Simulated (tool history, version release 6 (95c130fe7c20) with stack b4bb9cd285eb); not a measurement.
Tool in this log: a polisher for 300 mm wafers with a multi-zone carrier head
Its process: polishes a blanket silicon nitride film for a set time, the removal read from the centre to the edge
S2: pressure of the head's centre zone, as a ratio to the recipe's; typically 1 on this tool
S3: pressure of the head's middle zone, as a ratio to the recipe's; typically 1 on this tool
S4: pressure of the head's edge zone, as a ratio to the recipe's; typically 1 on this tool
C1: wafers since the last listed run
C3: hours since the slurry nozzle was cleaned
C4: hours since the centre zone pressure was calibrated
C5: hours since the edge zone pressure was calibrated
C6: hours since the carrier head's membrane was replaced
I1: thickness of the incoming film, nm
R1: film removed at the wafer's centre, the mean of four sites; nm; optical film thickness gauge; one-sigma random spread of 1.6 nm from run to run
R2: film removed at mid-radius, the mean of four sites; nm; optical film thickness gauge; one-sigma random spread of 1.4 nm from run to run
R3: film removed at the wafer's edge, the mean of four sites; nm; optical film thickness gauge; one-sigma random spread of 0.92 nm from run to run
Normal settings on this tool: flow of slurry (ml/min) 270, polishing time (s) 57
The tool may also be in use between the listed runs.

{"run": 1, "day": 0.0, "flow of slurry (ml/min)": 270, "S2": 1, "S3": 1, "S4": 1, "polishing time (s)": 57, "C1": 0, "wafers polished on this pad": 6846, "C3": 799, "C4": 1197.1, "C5": 806.2, "C6": 944.8, "I1": 779.4, "R1": 119.3, "R2": 123.8, "R3": 122.1}
{"day": 4.829, "done": "worn pad replaced by a new one"}
{"day": 5.783, "done": "slurry nozzle cleaned"}
{"day": 7.667, "done": "carrier head's membrane replaced by a new one"}
{"run": 2, "day": 10.633, "flow of slurry (ml/min)": 270, "S2": 1, "S3": 1, "S4": 1, "polishing time (s)": 57, "C1": 2234, "wafers polished on this pad": 1215, "C3": 116.4, "C4": 1452.3, "C5": 1061.4, "C6": 71.2, "I1": 784.6, "R1": 119.3, "R2": 125.1, "R3": 121.7}
{"day": 10.779, "done": "centre zone pressure recalibrated"}
{"run": 3, "day": 14.183, "flow of slurry (ml/min)": 270, "S2": 1.04, "S3": 1, "S4": 0.93, "polishing time (s)": 57, "C1": 758, "wafers polished on this pad": 1973, "C3": 201.6, "C4": 81.7, "C5": 1146.6, "C6": 156.4, "I1": 786.2, "R1": 127.8, "R2": 123.3, "R3": 118.6}
{"day": 16.317, "done": "edge zone pressure recalibrated"}
{"run": 4, "day": 18.104, "flow of slurry (ml/min)": 270, "S2": 1.1, "S3": 1, "S4": 1, "polishing time (s)": 50, "C1": 839, "wafers polished on this pad": 2813, "C3": 295.7, "C4": 175.8, "C5": 42.9, "C6": 250.5, "I1": 790.4, "R1": 117.7, "R2": 107.7, "R3": 106.5}
{"run": 5, "day": 28.888, "flow of slurry (ml/min)": 195, "S2": 1, "S3": 1, "S4": 1, "polishing time (s)": 62, "C1": 2358, "wafers polished on this pad": 5172, "C3": 554.5, "C4": 434.6, "C5": 301.7, "C6": 509.3, "I1": 793.4, "R1": 128.6, "R2": 128.3, "R3": 129.5}
{"run": 6, "day": 32.892, "flow of slurry (ml/min)": 270, "S2": 0.89, "S3": 1.08, "S4": 1, "polishing time (s)": 62, "C1": 875, "wafers polished on this pad": 6047, "C3": 650.6, "C4": 530.7, "C5": 397.8, "C6": 605.4, "I1": 781.5, "R1": 116, "R2": 141.3, "R3": 135}
{"day": 37.171, "done": "worn pad replaced by a new one"}
{"day": 41.792, "done": "slurry nozzle cleaned"}
{"run": 7, "day": 43.346, "flow of slurry (ml/min)": 270, "S2": 1, "S3": 1.08, "S4": 1, "polishing time (s)": 57, "C1": 2241, "wafers polished on this pad": 1342, "C3": 37.3, "C4": 781.6, "C5": 648.7, "C6": 856.3, "I1": 779.8, "R1": 120, "R2": 129.7, "R3": 120.5}
{"run": 8, "day": 47.346, "flow of slurry (ml/min)": 345, "S2": 1.12, "S3": 1, "S4": 1.1, "polishing time (s)": 57, "C1": 875, "wafers polished on this pad": 2217, "C3": 133.3, "C4": 877.6, "C5": 744.7, "C6": 952.3, "I1": 795.3, "R1": 135.2, "R2": 123.2, "R3": 129.7}
{"day": 47.554, "done": "carrier head's membrane replaced by a new one"}
{"run": 9, "day": 50.071, "flow of slurry (ml/min)": 270, "S2": 1, "S3": 1.12, "S4": 1.1, "polishing time (s)": 68, "C1": 550, "wafers polished on this pad": 2767, "C3": 198.7, "C4": 943, "C5": 810.1, "C6": 60.4, "I1": 778.7, "R1": 145.3, "R2": 162.2, "R3": 151.1}
{"run": 10, "day": 52.679, "flow of slurry (ml/min)": 270, "S2": 1, "S3": 1, "S4": 1, "polishing time (s)": 57, "C1": 570, "wafers polished on this pad": 3338, "C3": 261.3, "C4": 1005.6, "C5": 872.7, "C6": 123, "I1": 777, "R1": 122.2, "R2": 122.3, "R3": 121.6}
{"run": 11, "day": 56.583, "flow of slurry (ml/min)": 270, "S2": 1.07, "S3": 1.06, "S4": 1.11, "polishing time (s)": 57, "C1": 854, "wafers polished on this pad": 4192, "C3": 355, "C4": 1099.3, "C5": 966.4, "C6": 216.7, "I1": 775, "R1": 128.7, "R2": 126.9, "R3": 128.9}
{"run": 12, "day": 59.379, "flow of slurry (ml/min)": 365, "S2": 1, "S3": 1, "S4": 1, "polishing time (s)": 72, "C1": 611, "wafers polished on this pad": 4803, "C3": 422.1, "C4": 1166.4, "C5": 1033.5, "C6": 283.8, "I1": 769.3, "R1": 154.7, "R2": 155.2, "R3": 156.2}
{"day": 61.05, "done": "centre zone pressure recalibrated"}
{"run": 13, "day": 62.721, "flow of slurry (ml/min)": 270, "S2": 1, "S3": 1, "S4": 1, "polishing time (s)": 57, "C1": 712, "wafers polished on this pad": 5516, "C3": 502.3, "C4": 40.1, "C5": 1113.7, "C6": 364, "I1": 772.2, "R1": 119.8, "R2": 124.3, "R3": 121.5}
{"run": 14, "day": 65.692, "flow of slurry (ml/min)": 270, "S2": 1, "S3": 1, "S4": 1, "polishing time (s)": 57, "C1": 649, "wafers polished on this pad": 6166, "C3": 573.6, "C4": 111.4, "C5": 1185, "C6": 435.3, "I1": 791.6, "R1": 122.1, "R2": 123.3, "R3": 123}
{"day": 66.733, "done": "edge zone pressure recalibrated"}
{"run": 15, "day": 68.0, "flow of slurry (ml/min)": 355, "S2": 1, "S3": 1, "S4": 1.07, "polishing time (s)": 57, "C1": 486, "wafers polished on this pad": 6653, "C3": 629, "C4": 166.8, "C5": 30.4, "C6": 490.7, "I1": 785.7, "R1": 124.7, "R2": 126.7, "R3": 129.2}
{"run": 16, "day": 70.254, "flow of slurry (ml/min)": 270, "S2": 1.07, "S3": 1, "S4": 1.09, "polishing time (s)": 57, "C1": 493, "wafers polished on this pad": 7146, "C3": 683.1, "C4": 220.9, "C5": 84.5, "C6": 544.8, "I1": 772.7, "R1": 126.9, "R2": 123, "R3": 127.7}
{"day": 71.808, "done": "worn pad replaced by a new one"}
{"run": 17, "day": 72.871, "flow of slurry (ml/min)": 270, "S2": 1, "S3": 1, "S4": 1, "polishing time (s)": 57, "C1": 535, "wafers polished on this pad": 232, "C3": 745.9, "C4": 283.7, "C5": 147.3, "C6": 607.6, "I1": 794.5, "R1": 120.5, "R2": 123.3, "R3": 120.9}
{"run": 18, "day": 75.067, "flow of slurry (ml/min)": 295, "S2": 1, "S3": 1, "S4": 1, "polishing time (s)": 57, "C1": 480, "wafers polished on this pad": 712, "C3": 798.6, "C4": 336.4, "C5": 200, "C6": 660.3, "I1": 765.1, "R1": 118.9, "R2": 124.8, "R3": 123.1}
{"run": 19, "day": 76.812, "flow of slurry (ml/min)": 270, "S2": 1.04, "S3": 1, "S4": 0.93, "polishing time (s)": 57, "C1": 381, "wafers polished on this pad": 1094, "C3": 840.5, "C4": 378.3, "C5": 241.9, "C6": 702.2, "I1": 786.2, "R1": 128.7, "R2": 119.4, "R3": 119.2}
{"day": 77.65, "done": "slurry nozzle cleaned"}
{"run": 20, "day": 80.796, "flow of slurry (ml/min)": 270, "S2": 1.08, "S3": 0.9, "S4": 1, "polishing time (s)": 57, "C1": 862, "wafers polished on this pad": 1957, "C3": 75.5, "C4": 473.9, "C5": 337.5, "C6": 797.8, "I1": 772.8, "R1": 128.2, "R2": 112.9, "R3": 122.6}
{"run": 21, "day": 82.421, "flow of slurry (ml/min)": 245, "S2": 1.06, "S3": 0.9, "S4": 1.04, "polishing time (s)": 57, "C1": 355, "wafers polished on this pad": 2312, "C3": 114.5, "C4": 512.9, "C5": 376.5, "C6": 836.8, "I1": 782.1, "R1": 124.8, "R2": 110.7, "R3": 124}
{"day": 92.467, "done": "carrier head's membrane replaced by a new one"}
{"run": 22, "day": 93.433, "flow of slurry (ml/min)": 270, "S2": 1.03, "S3": 1.05, "S4": 1, "polishing time (s)": 57, "C1": 2363, "wafers polished on this pad": 4676, "C3": 378.8, "C4": 777.2, "C5": 640.8, "C6": 23.2, "I1": 783.5, "R1": 124.9, "R2": 126, "R3": 119.5}
{"run": 23, "day": 96.154, "flow of slurry (ml/min)": 270, "S2": 1, "S3": 1, "S4": 1.07, "polishing time (s)": 41, "C1": 595, "wafers polished on this pad": 5271, "C3": 444.1, "C4": 842.5, "C5": 706.1, "C6": 88.5, "I1": 774.1, "R1": 89, "R2": 88.6, "R3": 90}

Forecast each of these 3 alternatives for the next run:
{"run": "A", "day": 96.171, "flow of slurry (ml/min)": 270, "S2": 1, "S3": 0.92, "S4": 1, "polishing time (s)": 57, "C1": 3, "wafers polished on this pad": 5274, "C3": 444.5, "C4": 842.9, "C5": 706.5, "C6": 88.9, "I1": 782.5, "R1": "?", "R2": "?", "R3": "?"}
{"run": "B", "day": 96.171, "flow of slurry (ml/min)": 200, "S2": 1, "S3": 0.9, "S4": 1.06, "polishing time (s)": 57, "C1": 3, "wafers polished on this pad": 5274, "C3": 444.5, "C4": 842.9, "C5": 706.5, "C6": 88.9, "I1": 782.5, "R1": "?", "R2": "?", "R3": "?"}
{"run": "C", "day": 96.171, "flow of slurry (ml/min)": 360, "S2": 1.11, "S3": 0.92, "S4": 1, "polishing time (s)": 57, "C1": 3, "wafers polished on this pad": 5274, "C3": 444.5, "C4": 842.9, "C5": 706.5, "C6": 88.9, "I1": 782.5, "R1": "?", "R2": "?", "R3": "?"}

run=A R1=120.8 R2=116.2 R3=121.2
run=B R1=117.4 R2=111.3 R3=122.2
run=C R1=136 R2=118.6 R3=123.2
Without the tool's hidden state the same runs would have given:
run=A R1=120.8 R2=116.2 R3=121.2
run=B R1=117.4 R2=111.3 R3=122.2
run=C R1=136 R2=118.6 R3=123.2
